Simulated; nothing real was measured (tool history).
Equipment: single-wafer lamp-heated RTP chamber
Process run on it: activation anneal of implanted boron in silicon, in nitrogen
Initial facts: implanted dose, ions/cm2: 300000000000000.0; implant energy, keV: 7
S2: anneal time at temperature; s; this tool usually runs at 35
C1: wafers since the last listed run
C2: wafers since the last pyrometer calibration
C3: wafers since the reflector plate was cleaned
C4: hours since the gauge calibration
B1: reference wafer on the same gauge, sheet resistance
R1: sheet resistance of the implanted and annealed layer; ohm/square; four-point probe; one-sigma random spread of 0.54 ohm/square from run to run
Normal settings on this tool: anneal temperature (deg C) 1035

Run 1, hour 0.0: usual settings; C1 0; C2 4086; C3 2409; C4 805.2; B1 379.96. Result: R1 359.49 ohm/square.
Run 2, hour 36.6: usual settings but S2 27 s; C1 394; C2 4481; C3 2804; C4 841.8; B1 379.98. Result: R1 362.70 ohm/square.
Run 3, hour 97.4: usual settings but S2 40 s; C1 655; C2 5136; C3 3460; C4 902.6; B1 379.86. Result: R1 358.81 ohm/square.
At hour 133.4: pyrometer window cleaned and pyrometer calibrated.
Run 4, hour 152.0: usual settings but S2 40 s; C1 502; C2 200; C3 3962; C4 957.2; B1 380.01. Result: R1 361.29 ohm/square.
Run 5, hour 216.9: usual settings; C1 700; C2 900; C3 4662; C4 1022.1; B1 379.90. Result: R1 361.33 ohm/square.
Run 6, hour 269.4: usual settings; C1 566; C2 1466; C3 5229; C4 1074.6; B1 380.07. Result: R1 362.40 ohm/square.
Run 7, hour 335.7: usual settings but anneal temperature (deg C) 1053; C1 715; C2 2181; C3 5944; C4 1140.9; B1 380.21. Result: R1 358.62 ohm/square.
Run 8, hour 366.8: usual settings but anneal temperature (deg C) 1053; C1 335; C2 2517; C3 6279; C4 1172.0; B1 380.06. Result: R1 359.19 ohm/square.
Run 9, hour 422.1: usual settings; C1 596; C2 3113; C3 6876; C4 1227.3; B1 380.01. Result: R1 361.86 ohm/square.
Run 10, hour 466.8: usual settings; C1 482; C2 3595; C3 7358; C4 1272.0; B1 379.97. Result: R1 361.55 ohm/square.
Run 11, hour 502.0: usual settings; C1 379; C2 3975; C3 7738; C4 1307.2; B1 380.15. Result: R1 360.54 ohm/square.
Run 12, hour 528.3: usual settings; C1 283; C2 4259; C3 8021; C4 1333.5; B1 380.03. Result: R1 361.57 ohm/square.
At hour 537.9: pyrometer window cleaned and pyrometer calibrated.
Run 13, hour 567.0: usual settings; C1 331; C2 313; C3 8352; C4 1372.2; B1 379.95. Result: R1 361.98 ohm/square.
Run 14, hour 606.9: usual settings; C1 430; C2 744; C3 8783; C4 1412.1; B1 380.01. Result: R1 361.88 ohm/square.
At hour 636.0: gauge calibrated.
Run 15, hour 668.3: usual settings; C1 662; C2 1406; C3 9445; C4 32.3; B1 380.01. Result: R1 362.02 ohm/square.
Run 16, hour 705.4: usual settings but anneal temperature (deg C) 1012, S2 26 s; C1 400; C2 1806; C3 9845; C4 69.4; B1 380.01. Result: R1 366.37 ohm/square.
Run 17, hour 770.5: usual settings; C1 702; C2 2508; C3 10547; C4 134.5; B1 379.97. Result: R1 360.68 ohm/square.
Run 18, hour 815.8: usual settings but anneal temperature (deg C) 1026, S2 21 s; C1 488; C2 2997; C3 11036; C4 179.8; B1 380.00. Result: R1 366.61 ohm/square.
Run 19, hour 866.2: usual settings; C1 543; C2 3541; C3 11580; C4 230.2; B1 380.04. Result: R1 359.92 ohm/square.
Run 20, hour 891.9: usual settings but anneal temperature (deg C) 1018; C1 277; C2 3818; C3 11857; C4 255.9; B1 379.93. Result: R1 363.08 ohm/square.
Run 21, hour 929.7: usual settings but anneal temperature (deg C) 1015; C1 407; C2 4226; C3 12265; C4 293.7; B1 379.94. Result: R1 363.45 ohm/square.
Run 22, hour 973.2: usual settings but S2 23 s; C1 469; C2 4695; C3 12734; C4 337.2; B1 380.02. Result: R1 363.48 ohm/square.
At hour 1009.9: pyrometer window cleaned and pyrometer calibrated.
Run 23, hour 1036.7: usual settings; C1 598; C2 289; C3 13333; C4 400.7; B1 379.98. Result: R1 361.72 ohm/square.
Run 24, hour 1070.2: usual settings but anneal temperature (deg C) 1027; C1 361; C2 650; C3 13694; C4 434.2; B1 379.97. Result: R1 363.97 ohm/square.
At hour 1098.2: reflector plate cleaned.
Run 25, hour 1190.3: usual settings but anneal temperature (deg C) 1048; C1 1209; C2 1859; C3 992; C4 554.3; B1 380.00. Result: R1 360.34 ohm/square.
Run 26, hour 1236.1: usual settings but anneal temperature (deg C) 1006, S2 46 s; C1 494; C2 2353; C3 1486; C4 600.1; B1 379.99. Result: R1 363.91 ohm/square.
Run 27, hour 1292.3: usual settings but anneal temperature (deg C) 1022; C1 606; C2 2959; C3 2093; C4 656.3; B1 380.00. Result: R1 362.71 ohm/square.
Run 28, hour 1317.1: usual settings but anneal temperature (deg C) 1016; C1 267; C2 3227; C3 2360; C4 681.1; B1 380.01. Result: R1 364.19 ohm/square.
Run 29, hour 1345.3: usual settings but anneal temperature (deg C) 1011, S2 49 s; C1 304; C2 3531; C3 2664; C4 709.3; B1 379.97. Result: R1 363.16 ohm/square.
Run 30, hour 1408.7: usual settings but anneal temperature (deg C) 1065; C1 683; C2 4215; C3 3348; C4 772.7; B1 380.03. Result: R1 355.46 ohm/square.

Subtracting, for every run, the result it would have given without the tool's unlogged condition from the measured result gives the following. The same run-to-run variation enters both numbers; the gauge's scatter may not:
Unlogged tool condition in this case: true wafer temperature minus pyrometer reading, K; wafer temperature error from the tarnished reflector plate, K; gauge reads high (%).
run     R1
  1  -1.24
  2  -1.27
  3  -2.16
  4  -0.14
  5  -0.18
  6  -0.28
  7  -0.53
  8  -0.66
  9  -0.82
 10  -1.05
 11  -1.26
 12  -1.43
 13  -0.09
 14  -0.12
 15  -0.22
 16  -0.33
 17  -0.53
 18  -0.54
 19  -0.97
 20  -1.17
 21  -1.44
 22  -1.26
 23  -0.05
 24  -0.08
 25  -0.34
 26  -0.64
 27  -0.72
 28  -0.89
 29  -1.25
 30  -1.80
